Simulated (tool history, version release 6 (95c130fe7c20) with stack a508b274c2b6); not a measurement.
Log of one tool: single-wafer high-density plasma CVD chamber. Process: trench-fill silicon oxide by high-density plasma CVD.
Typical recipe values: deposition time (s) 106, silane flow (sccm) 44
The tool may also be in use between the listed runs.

run   hour  deposition time (s)  silane flow (sccm)  read-back reference wafer on the same gauge, thickness_nm  mean film thickness on the monitor wafer (nm)
  1      0                   93                  37                                                    433.993                                        321.996
  2   11.1                   93                  37                                                    433.879                                        322.108
  3   25.4                   93                  37                                                    434.024                                        321.021
  4   39.9                  106                  44                                                     434.04                                        435.287
  5   55.8                  106                  44                                                    434.099                                        434.445
  6   67.3                  106                  44                                                    434.148                                        435.985
  7   81.4                  114                  44                                                    433.992                                        466.842
  8   92.9                  114                  44                                                    433.971                                         466.97
  9  106.3                  120                  44                                                    433.922                                        489.656
 10  124.2                  120                  44                                                    434.072                                         491.25
 11  131.3                  120                  44                                                     433.96                                        491.495
       140  -- gauge calibrated
 12  141.8                  106                  46                                                    434.029                                        453.867
 13  150.5                  106                  48                                                    433.905                                        473.431
 14  196.9                   97                  44                                                    434.001                                        396.496
 15  214.2                   98                  44                                                     433.99                                        400.225
 16    224                   98                  44                                                    434.043                                        399.948
 17  240.6                   98                  44                                                    433.882                                        397.609
 18  248.8                  106                  53                                                    433.949                                        519.554
 19  255.8                   93                  50                                                    434.149                                        428.947
 20  265.2                   90                  40                                                    433.956                                        333.085
 21    275                   85                  50                                                    434.006                                        392.661
 22  290.4                   92                  39                                                    434.032                                        330.594
 23  307.5                  106                  44                                                     433.87                                        431.672
 24  314.6                  106                  44                                                    433.869                                        429.806
 25    328                  106                  44                                                    433.864                                        429.455
     344.9  -- silane flow controller replaced
 26  345.4                   87                  52                                                     434.04                                        447.449
 27  358.7                   94                  38                                                    433.829                                        352.567
 28  375.7                   96                  47                                                    433.938                                        445.843
 29  387.1                  106                  44                                                    434.157                                        461.698
 30  403.3                   92                  39                                                    433.999                                        354.993
 31  413.3                   90                  47                                                    434.043                                        417.151
 32  430.8                  106                  44                                                    434.029                                        462.609
 33  439.9                  106                  44                                                    434.007                                        460.094
 34  448.1                   93                  41                                                    433.965                                        378.108

Some steps in mean film thickness on the monitor wafer (nm) between neighbouring runs. How much of each would the tool show without its hidden state too (settings, what came in, random variation), and how much is left for the hidden state, with any gauge scatter that isn't in both results?
Hidden state present: delivered silane flow above the setpoint (%); gauge reads high (%).
Run 3 -> 4: deposition time (s) 93 -> 106, silane flow (sccm) 37 -> 44. mean film thickness on the monitor wafer (nm) +114.266: hidden state -6.202, all else +120.468.
Run 17 -> 18: deposition time (s) 98 -> 106, silane flow (sccm) 44 -> 53. mean film thickness on the monitor wafer (nm) +121.945: hidden state -7.702, all else +129.647.
Run 22 -> 23: deposition time (s) 92 -> 106, silane flow (sccm) 39 -> 44. mean film thickness on the monitor wafer (nm) +101.078: hidden state -6.81, all else +107.888.
Run 25 -> 26: deposition time (s) 106 -> 87, silane flow (sccm) 44 -> 52, silane flow controller replaced. mean film thickness on the monitor wafer (nm) +17.994: hidden state +30.795, all else -12.801.
Run 29 -> 30: deposition time (s) 106 -> 92, silane flow (sccm) 44 -> 39. mean film thickness on the monitor wafer (nm) -106.705: hidden state -0.619, all else -106.086.
